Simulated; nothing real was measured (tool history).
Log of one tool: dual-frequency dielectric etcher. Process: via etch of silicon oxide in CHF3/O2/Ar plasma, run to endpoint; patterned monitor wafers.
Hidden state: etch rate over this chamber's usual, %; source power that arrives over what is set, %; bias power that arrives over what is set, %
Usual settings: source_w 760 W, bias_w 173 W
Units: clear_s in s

run    hour  source_w  bias_w  wafers since the last listed run  hours since the last wet clean  hours since the last source power generator calibration  hours since the last bias power generator calibration  hours since the last upper electrode change  incoming incoming film thickness, nm  clear_s
  1     0.0       850     191                                 0                           157.8                                                   3650.8                                                 3630.7                                        481.8                                 442.9    204.2
  2    50.5       850     191                               289                           208.3                                                   3701.3                                                 3681.2                                        532.3                                 440.7    202.8
  3   148.5       850     191                               562                           306.3                                                   3799.3                                                 3779.2                                        630.3                                 445.7    211.1
      244.5  -- wet clean of the chamber
  4   245.0       760     173                               416                             0.5                                                   3895.8                                                 3875.7                                        726.8                                 445.1    216.2
  5   295.1       760     173                               287                            50.6                                                   3945.9                                                 3925.8                                        776.9                                 441.5    219.2
  6   360.1       760     173                               372                           115.6                                                   4010.9                                                 3990.8                                        841.9                                 439.2    219.2
  7   403.5       760     173                               249                           159.0                                                   4054.3                                                 4034.2                                        885.3                                 442.1    221.3
  8   496.7       760     173                               534                           252.2                                                   4147.5                                                 4127.4                                        978.5                                 443.5    223.6
      630.9  -- wet clean of the chamber
  9   723.6       760     173                              1164                            92.7                                                   4374.4                                                 4354.3                                       1205.4                                 442.8    208.0
 10   820.8       760     173                               557                           189.9                                                   4471.6                                                 4451.5                                       1302.6                                 439.4    203.5
      837.5  -- bias power generator calibrated
 11   862.1       760     173                               214                           231.2                                                   4512.9                                                   24.6                                       1343.9                                 443.3    208.5
 12   965.6       910     146                               593                           334.7                                                   4616.4                                                  128.1                                       1447.4                                 445.2    201.5
     1030.1  -- wet clean of the chamber, repeated, since the last time left the tool worse
 13  1061.8       850     191                               414                            31.7                                                   4712.6                                                  224.3                                       1543.6                                 444.1    202.3
 14  1128.1       760     173                               380                            98.0                                                   4778.9                                                  290.6                                       1609.9                                 438.5    218.7
 15  1168.2       760     158                               230                           138.1                                                   4819.0                                                  330.7                                       1650.0                                 442.2    229.2
     1378.5  -- source power generator calibrated
     1441.5  -- wet clean of the chamber
     1466.1  -- upper electrode replaced
 16  1488.1       640     213                              1537                            46.6                                                    109.6                                                  650.6                                         22.0                                 442.6    228.1
 17  1583.5       600     142                               547                           142.0                                                    205.0                                                  746.0                                        117.4                                 440.6    268.0
 18  1661.1       860     151                               445                           219.6                                                    282.6                                                  823.6                                        195.0                                 446.8    218.2
 19  1708.6       760     173                               272                           267.1                                                    330.1                                                  871.1                                        242.5                                 446.2    227.0
 20  1776.0       590     138                               386                           334.5                                                    397.5                                                  938.5                                        309.9                                 446.2    274.7
 21  1855.4       760     215                               455                           413.9                                                    476.9                                                 1017.9                                        389.3                                 441.9    210.8
     1913.6  -- wet clean of the chamber
 22  1948.9       940     211                               398                            35.3                                                    570.4                                                 1111.4                                        482.8                                 443.0    188.8

Measured less the same run without the tool's hidden state. The same run-to-run variation is in both; the gauge's scatter may not be:
run  clear_s
  1     +2.9
  2     +3.8
  3     +5.8
  4     +0.3
  5     +1.2
  6     +2.6
  7     +3.4
  8     +5.3
  9    -12.7
 10    -10.7
 11    -10.2
 12     -8.0
 13     +3.0
 14     +4.5
 15     +5.6
 16     -0.8
 17     +1.2
 18     +2.5
 19     +3.5
 20     +5.9
 21     +6.0
 22     +1.7

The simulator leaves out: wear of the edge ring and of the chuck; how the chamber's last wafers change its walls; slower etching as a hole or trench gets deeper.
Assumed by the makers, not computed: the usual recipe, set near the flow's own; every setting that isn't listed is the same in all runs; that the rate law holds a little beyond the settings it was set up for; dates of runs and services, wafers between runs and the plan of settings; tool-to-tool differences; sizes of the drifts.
